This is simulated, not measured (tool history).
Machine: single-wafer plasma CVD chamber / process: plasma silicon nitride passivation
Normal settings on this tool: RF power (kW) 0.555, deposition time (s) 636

run,hour,RF power (kW),deposition time (s),wafers since the last listed run,hours since the last RF generator calibration,hours since the showerhead was replaced,hours since the gauge calibration,"read-back reference wafer on the same gauge, thickness_nm",mean film thickness on the monitor wafer (nm)
1,0,0.505,610,0,1958.5,4994.3,225,1056.657,946.526
2,17.3,0.555,726,66,1975.8,5011.6,242.3,1055.63,1139.591
3,44.1,0.555,636,102,2002.6,5038.4,269.1,1054.112,994.906
4,76.5,0.555,636,124,2035,5070.8,301.5,1051.522,995.912
5,100,0.555,636,89,2058.5,5094.3,325,1051.624,1003.938
6,130.7,0.555,636,117,2089.2,5125,355.7,1049.316,992.235
7,142.8,0.555,538,46,2101.3,5137.1,367.8,1048.574,841.402
8,164.8,0.555,538,84,2123.3,5159.1,389.8,1048.244,839.261
9,245.9,0.555,708,310,2204.4,5240.2,470.9,1044.101,1096.298
# hour 255.9: RF generator calibrated
# hour 258.4: gauge calibrated
# hour 281.6: showerhead replaced
10,282.1,0.555,710,77,26.2,0.5,23.7,1057.415,1125.627
11,307.5,0.5,601,97,51.6,25.9,49.1,1058.931,929.015
12,331.5,0.555,636,91,75.6,49.9,73.1,1057.53,1002.132
13,359.2,0.555,578,106,103.3,77.6,100.8,1056.236,906.5
14,383.1,0.555,636,91,127.2,101.5,124.7,1053.95,991.321
15,407,0.445,693,91,151.1,125.4,148.6,1053.626,1038.428
16,440.9,0.49,593,129,185,159.3,182.5,1050.686,906.064
17,539.3,0.455,719,376,283.4,257.7,280.9,1048.585,1081.559
18,563.6,0.52,676,93,307.7,282,305.2,1045.605,1043.531
19,593.5,0.555,636,114,337.6,311.9,335.1,1046.428,992.734

Branching from run 19: 3 alternative next runs. What would each branch give?
A,594.1,0.555,636,2,338.2,312.5,335.7,?,?
B,594.1,0.61,525,2,338.2,312.5,335.7,?,?
C,594.1,0.48,725,2,338.2,312.5,335.7,?,?

run,"read-back reference wafer on the same gauge, thickness_nm",mean film thickness on the monitor wafer (nm)
A,1045.099,991.687
B,1045.099,834.686
C,1045.099,1098.442
With the hidden condition removed and each run's random variation left untouched, the same runs would have given:
run,mean film thickness on the monitor wafer (nm)
A,1005.283
B,846.13
C,1113.502

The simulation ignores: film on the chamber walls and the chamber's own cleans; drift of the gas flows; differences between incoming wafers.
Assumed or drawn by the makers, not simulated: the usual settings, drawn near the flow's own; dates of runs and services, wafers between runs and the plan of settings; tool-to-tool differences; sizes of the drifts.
